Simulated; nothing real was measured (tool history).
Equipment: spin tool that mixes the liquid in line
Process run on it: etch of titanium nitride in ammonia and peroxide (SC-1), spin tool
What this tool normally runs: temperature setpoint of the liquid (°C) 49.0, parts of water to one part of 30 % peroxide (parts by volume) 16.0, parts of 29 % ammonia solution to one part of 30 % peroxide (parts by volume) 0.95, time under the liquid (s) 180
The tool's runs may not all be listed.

run    hour  temperature setpoint of the liquid (°C)  parts of water to one part of 30 % peroxide (parts by volume)  parts of 29 % ammonia solution to one part of 30 % peroxide (parts by volume)  time under the liquid (s)  read-back film thickness of the titanium nitride reference wafer, read on the same gauge (nm)  thickness taken off the titanium nitride on a monitor wafer (nm)
  1     0.0                                     49.0                                                           16.0                                                                           0.95                        180                                                                                         99.995                                                             5.124
       19.7  -- new drum of ammonia solution connected
  2    80.9                                     49.0                                                           22.0                                                                           0.95                        180                                                                                        100.003                                                             4.398
  3   147.7                                     49.0                                                           13.5                                                                           0.95                        180                                                                                         99.988                                                             5.615
  4   217.1                                     49.0                                                           13.5                                                                           0.95                        180                                                                                        100.005                                                             5.632
  5   256.2                                     49.0                                                           13.5                                                                           0.95                        180                                                                                         99.997                                                             5.589
  6   298.8                                     49.0                                                           16.0                                                                           0.95                        180                                                                                        100.023                                                             5.126
  7   368.2                                     49.0                                                           16.0                                                                           0.95                        180                                                                                         99.997                                                             5.141
      389.4  -- new drum of ammonia solution connected
  8   448.1                                     49.0                                                           16.0                                                                           0.95                        180                                                                                        100.007                                                             5.183
  9   525.3                                     49.0                                                           16.0                                                                           0.95                        180                                                                                         99.991                                                             5.157
 10   574.7                                     49.0                                                           16.0                                                                           0.95                        180                                                                                        100.010                                                             5.201
      590.4  -- heated supply line repaired
 11   672.8                                     49.0                                                           16.0                                                                           0.95                        180                                                                                         99.985                                                             5.069
 12   719.2                                     49.0                                                           16.0                                                                           0.95                        180                                                                                         99.982                                                             5.087
      759.2  -- new drum of ammonia solution connected
 13   775.2                                     49.0                                                           16.0                                                                           0.95                        180                                                                                        100.003                                                             5.239
 14   824.5                                     40.5                                                           23.5                                                                           1.20                        105                                                                                        100.010                                                             1.397
      898.0  -- ammonia flow meter replaced
 15   925.8                                     49.0                                                           16.0                                                                           0.95                        180                                                                                         99.979                                                             5.184
     1024.0  -- gauge calibrated
 16  1029.7                                     49.0                                                           23.0                                                                           0.70                        250                                                                                         99.991                                                             5.541
     1110.9  -- new drum of ammonia solution connected
     1275.2  -- thermometer replaced
 17  1287.5                                     49.0                                                           16.0                                                                           0.95                        180                                                                                        100.021                                                             5.147
 18  1337.4                                     49.0                                                           16.0                                                                           0.95                        145                                                                                        100.003                                                             4.131
 19  1407.3                                     49.0                                                           16.0                                                                           0.95                        255                                                                                         99.996                                                             7.262
     1436.2  -- new drum of ammonia solution connected
 20  1461.8                                     41.5                                                           16.0                                                                           1.10                        180                                                                                         99.992                                                             3.103
 21  1559.3                                     58.0                                                           18.0                                                                           0.95                        135                                                                                        100.011                                                             6.757
 22  1622.9                                     49.0                                                           22.5                                                                           0.95                        260                                                                                         99.997                                                             6.211

3 ways to go on from here, each from the tool as it stands after run 22. What would each give?
  A  1623.4                                     49.0                                                           16.0                                                                           0.95                        115                                                                                              ?                                                                 ?
  B  1623.4                                     39.5                                                           21.5                                                                           0.95                        250                                                                                              ?                                                                 ?
  C  1623.4                                     54.5                                                           20.5                                                                           0.95                         95                                                                                              ?                                                                 ?

run  read-back film thickness of the titanium nitride reference wafer, read on the same gauge (nm)  thickness taken off the titanium nitride on a monitor wafer (nm)
  A                                                                                        100.021                                                             3.317
  B                                                                                        100.021                                                             3.090
  C                                                                                        100.021                                                             3.498
Without the tool's hidden state the same runs would have given:
run  thickness taken off the titanium nitride on a monitor wafer (nm)
  A                                                             3.364
  B                                                             3.136
  C                                                             3.550
